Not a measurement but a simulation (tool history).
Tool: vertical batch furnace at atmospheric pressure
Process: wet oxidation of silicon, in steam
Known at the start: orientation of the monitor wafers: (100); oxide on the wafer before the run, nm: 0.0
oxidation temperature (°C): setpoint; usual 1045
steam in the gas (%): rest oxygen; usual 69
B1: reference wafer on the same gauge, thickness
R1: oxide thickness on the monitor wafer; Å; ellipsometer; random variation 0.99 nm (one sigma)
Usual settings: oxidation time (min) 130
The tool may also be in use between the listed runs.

run 1 hour=0 | oxidation_temperature_(°C)=1045 oxidation_time_(min)=130 steam_in_the_gas_(%)=69 | B1=731.85 | R1=6320.3
run 2 hour=9.7 | oxidation_temperature_(°C)=1045 oxidation_time_(min)=130 steam_in_the_gas_(%)=69 | B1=731.77 | R1=6312
run 3 hour=20.6 | oxidation_temperature_(°C)=1045 oxidation_time_(min)=130 steam_in_the_gas_(%)=69 | B1=732.01 | R1=6307.6
run 4 hour=33.9 | oxidation_temperature_(°C)=1045 oxidation_time_(min)=130 steam_in_the_gas_(%)=72 | B1=732.05 | R1=6462.2
run 5 hour=54.3 | oxidation_temperature_(°C)=1045 oxidation_time_(min)=130 steam_in_the_gas_(%)=72 | B1=732.21 | R1=6485.5
run 6 hour=68.6 | oxidation_temperature_(°C)=1045 oxidation_time_(min)=130 steam_in_the_gas_(%)=69 | B1=732.14 | R1=6285.7
run 7 hour=89.8 | oxidation_temperature_(°C)=1045 oxidation_time_(min)=130 steam_in_the_gas_(%)=69 | B1=732.36 | R1=6290.4
-- hour=98.8 gauge calibrated
run 8 hour=105.9 | oxidation_temperature_(°C)=1045 oxidation_time_(min)=130 steam_in_the_gas_(%)=69 | B1=731.99 | R1=6295.9
run 9 hour=118.4 | oxidation_temperature_(°C)=1064 oxidation_time_(min)=130 steam_in_the_gas_(%)=69 | B1=731.79 | R1=6853.4
run 10 hour=138 | oxidation_temperature_(°C)=1045 oxidation_time_(min)=130 steam_in_the_gas_(%)=69 | B1=731.89 | R1=6271.9
-- hour=181.4 thermocouples replaced and temperature profile calibrated
-- hour=186.2 steam generator serviced
run 11 hour=186.7 | oxidation_temperature_(°C)=1056 oxidation_time_(min)=83 steam_in_the_gas_(%)=80 | B1=731.98 | R1=5751.3
run 12 hour=192.2 | oxidation_temperature_(°C)=1045 oxidation_time_(min)=130 steam_in_the_gas_(%)=69 | B1=731.88 | R1=6514.5
run 13 hour=197.7 | oxidation_temperature_(°C)=1056 oxidation_time_(min)=130 steam_in_the_gas_(%)=69 | B1=732.1 | R1=6852.9
run 14 hour=241.2 | oxidation_temperature_(°C)=1061 oxidation_time_(min)=101 steam_in_the_gas_(%)=73 | B1=732.02 | R1=6258.3
run 15 hour=255.3 | oxidation_temperature_(°C)=1059 oxidation_time_(min)=190.5 steam_in_the_gas_(%)=64 | B1=731.8 | R1=8271.7
run 16 hour=277.4 | oxidation_temperature_(°C)=1045 oxidation_time_(min)=130 steam_in_the_gas_(%)=62 | B1=732.09 | R1=6099.8
run 17 hour=291.3 | oxidation_temperature_(°C)=1060 oxidation_time_(min)=130 steam_in_the_gas_(%)=69 | B1=731.85 | R1=6951.9
-- hour=308.6 gauge calibrated
run 18 hour=313.3 | oxidation_temperature_(°C)=1056 oxidation_time_(min)=179.5 steam_in_the_gas_(%)=78 | B1=731.95 | R1=8837.9

Hidden state or all else? Some run-to-run changes of R1, split into what the settings, what came in and random variation would give without the hidden state, and what is left for the hidden state (with any gauge scatter that isn't in both results):
The hidden state here: true tube temperature minus thermocouple reading, K; steam share off its setpoint, % of the setpoint; gauge reads high (%).
Run 10 -> 11: oxidation temperature (°C) 1045 -> 1056, oxidation time (min) 130 -> 83, steam in the gas (%) 69 -> 80, thermocouples replaced and temperature profile calibrated, steam generator serviced. R1 -520.6 Å: hidden state +234.3, all else -754.9.
Run 15 -> 16: oxidation temperature (°C) 1059 -> 1045, oxidation time (min) 190.5 -> 130, steam in the gas (%) 64 -> 62. R1 -2171.9 Å: hidden state +17.1, all else -2189.
